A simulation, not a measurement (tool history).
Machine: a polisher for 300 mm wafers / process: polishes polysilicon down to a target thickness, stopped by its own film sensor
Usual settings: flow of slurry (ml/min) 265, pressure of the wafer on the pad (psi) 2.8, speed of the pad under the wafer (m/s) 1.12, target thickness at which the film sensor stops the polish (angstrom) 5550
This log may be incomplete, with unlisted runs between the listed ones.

run      day  flow of slurry (ml/min)  pressure of the wafer on the pad (psi)  speed of the pad under the wafer (m/s)  target thickness at which the film sensor stops the polish (angstrom)  wafers since the last listed run  wafers polished on this pad  hours since the slurry nozzle was cleaned  hours since the head pressure was calibrated  incoming thickness of the incoming film, nm  time until the film sensor stopped the polish (s)
  1    0.000                      265                                     2.8                                    1.12                                                                   5550                                 0                          722                                      181.2                                         187.9                                        896.8                                               39.2
  2    1.517                      265                                     2.8                                    1.12                                                                   5550                               451                         1173                                      217.6                                         224.3                                        881.9                                               37.0
  3    8.058                      265                                     2.8                                    1.12                                                                   5550                              1946                         3120                                      374.6                                         381.3                                        869.7                                               36.7
  4   12.179                      265                                     2.8                                    1.12                                                                   5550                              1226                         4346                                      473.5                                         480.2                                        885.3                                               38.9
  5   13.871                      265                                     2.8                                    1.38                                                                   5550                               503                         4849                                      514.1                                         520.8                                        875.5                                               31.4
      17.433  -- slurry nozzle cleaned
      20.379  -- worn pad replaced by a new one
  6   22.729                      265                                     2.8                                    1.38                                                                   5550                              2573                          699                                      127.1                                         733.4                                        875.3                                               31.1
  7   24.796                      265                                     2.8                                    1.38                                                                   5550                               614                         1314                                      176.7                                         783.0                                        881.8                                               31.5
  8   28.417                      265                                     2.8                                    1.12                                                                   5550                              1077                         2391                                      263.6                                         869.9                                        883.3                                               40.2
  9   30.412                      265                                     2.8                                    1.12                                                                   5550                               593                         2985                                      311.5                                         917.8                                        879.2                                               40.3
 10   33.971                      265                                     2.8                                    1.12                                                                   5550                              1058                         4044                                      396.9                                        1003.2                                        881.7                                               41.7
 11   36.200                      265                                     2.8                                    1.12                                                                   5550                               663                         4707                                      450.4                                        1056.7                                        880.4                                               41.8
      38.042  -- head pressure recalibrated
 12   38.408                      265                                     2.8                                    1.12                                                                   5550                               632                         5340                                      503.4                                           8.8                                        869.5                                               36.7
 13   39.917                      265                                     2.8                                    1.12                                                                   5550                               448                         5788                                      539.6                                          45.0                                        865.3                                               37.3
      40.962  -- slurry nozzle cleaned
 14   42.671                      265                                     2.8                                    1.12                                                                   5550                               807                         6595                                       41.0                                         111.1                                        871.9                                               39.1
 15   45.267                      195                                     2.8                                    1.12                                                                   6420                               772                         7368                                      103.3                                         173.4                                        871.6                                               28.6
      45.571  -- worn pad replaced by a new one
 16   49.300                      195                                     2.8                                    1.12                                                                   6420                              1150                         1109                                      200.1                                         270.2                                        872.2                                               27.4
 17   52.567                      265                                     3.3                                    1.12                                                                   6450                               971                         2081                                      278.5                                         348.6                                        874.1                                               22.7
 18   58.625                      265                                     2.8                                    1.12                                                                   5840                              1802                         3883                                      423.9                                         494.0                                        868.1                                               33.4
 19   63.042                      185                                     2.0                                    1.12                                                                   6630                              1314                         5198                                      529.9                                         600.0                                        867.1                                               36.4
 20   66.379                      265                                     2.2                                    1.12                                                                   4510                               993                         6191                                      610.0                                         680.1                                        877.4                                               68.6
      67.662  -- slurry nozzle cleaned
 21   72.054                      265                                     2.8                                    1.12                                                                   5550                              1676                         7867                                      105.4                                         816.3                                        880.8                                               41.6
      74.400  -- worn pad replaced by a new one
 22   79.600                      325                                     2.8                                    1.46                                                                   5550                              2195                         1547                                      286.5                                         997.4                                        889.2                                               31.7
 23   81.138                      180                                     2.8                                    1.12                                                                   6140                               457                         2005                                      323.4                                        1034.3                                        877.6                                               35.9
 24   84.192                      265                                     1.9                                    1.12                                                                   5550                               908                         2913                                      396.7                                        1107.6                                        867.0                                               60.1
      85.654  -- head pressure recalibrated
 25   87.558                      265                                     3.6                                    1.42                                                                   5550                               976                         3890                                      477.5                                          45.7                                        874.0                                               22.4
 26   90.375                      265                                     2.8                                    1.12                                                                   5550                               838                         4728                                      545.1                                         113.3                                        869.5                                               37.1
      93.242  -- slurry nozzle cleaned
 27   93.483                      265                                     2.8                                    1.12                                                                   5550                               912                         5641                                        5.8                                         187.9                                        880.4                                               38.8
 28   95.225                      265                                     2.8                                    0.94                                                                   4860                               518                         6159                                       47.6                                         229.7                                        873.7                                               56.3
      99.271  -- worn pad replaced by a new one
 29  107.662                      265                                     3.3                                    1.12                                                                   6630                              3651                         2497                                      346.1                                         528.2                                        891.0                                               22.6
 30  110.062                      265                                     2.8                                    1.12                                                                   5550                               714                         3211                                      403.7                                         585.8                                        878.3                                               37.6
 31  113.267                      175                                     2.8                                    1.12                                                                   5550                               953                         4164                                      480.6                                         662.7                                        868.9                                               40.2
 32  115.238                      265                                     2.8                                    1.12                                                                   5550                               586                         4750                                      527.9                                         710.0                                        888.7                                               41.4
 33  118.162                      265                                     2.8                                    0.96                                                                   5550                               870                         5621                                      598.1                                         780.2                                        876.9                                               46.8
 34  122.475                      320                                     3.1                                    1.12                                                                   5550                              1283                         6904                                      701.6                                         883.7                                        880.2                                               37.3
     123.225  -- slurry nozzle cleaned
 35  124.704                      265                                     2.3                                    1.32                                                                   5190                               650                         7555                                       35.5                                         937.2                                        889.4                                               49.4
 36  128.358                      265                                     2.8                                    1.12                                                                   5980                              1087                         8642                                      123.2                                        1024.9                                        882.4                                               38.0

Consider 4 possible next runs. They are alternatives, not a sequence: every one starts from the tool as it was left by run 36. What does each give?
  A  128.375                      265                                     2.8                                    1.12                                                                   5550                                 4                         8647                                      123.6                                        1025.3                                        882.1                                                  ?
  B  128.375                      320                                     2.8                                    1.12                                                                   4990                                 4                         8647                                      123.6                                        1025.3                                        882.1                                                  ?
  C  128.375                      265                                     2.8                                    1.28                                                                   5550                                 4                         8647                                      123.6                                        1025.3                                        882.1                                                  ?
  D  128.375                      330                                     3.5                                    0.96                                                                   4430                                 4                         8647                                      123.6                                        1025.3                                        882.1                                                  ?

run  time until the film sensor stopped the polish (s)
  A                                               44.1
  B                                               50.8
  C                                               38.6
  D                                               54.2
The same runs, with their run-to-run variation unchanged, on a tool lacking any hidden condition would have given:
run  time until the film sensor stopped the polish (s)
  A                                               36.8
  B                                               42.3
  C                                               32.2
  D                                               45.1

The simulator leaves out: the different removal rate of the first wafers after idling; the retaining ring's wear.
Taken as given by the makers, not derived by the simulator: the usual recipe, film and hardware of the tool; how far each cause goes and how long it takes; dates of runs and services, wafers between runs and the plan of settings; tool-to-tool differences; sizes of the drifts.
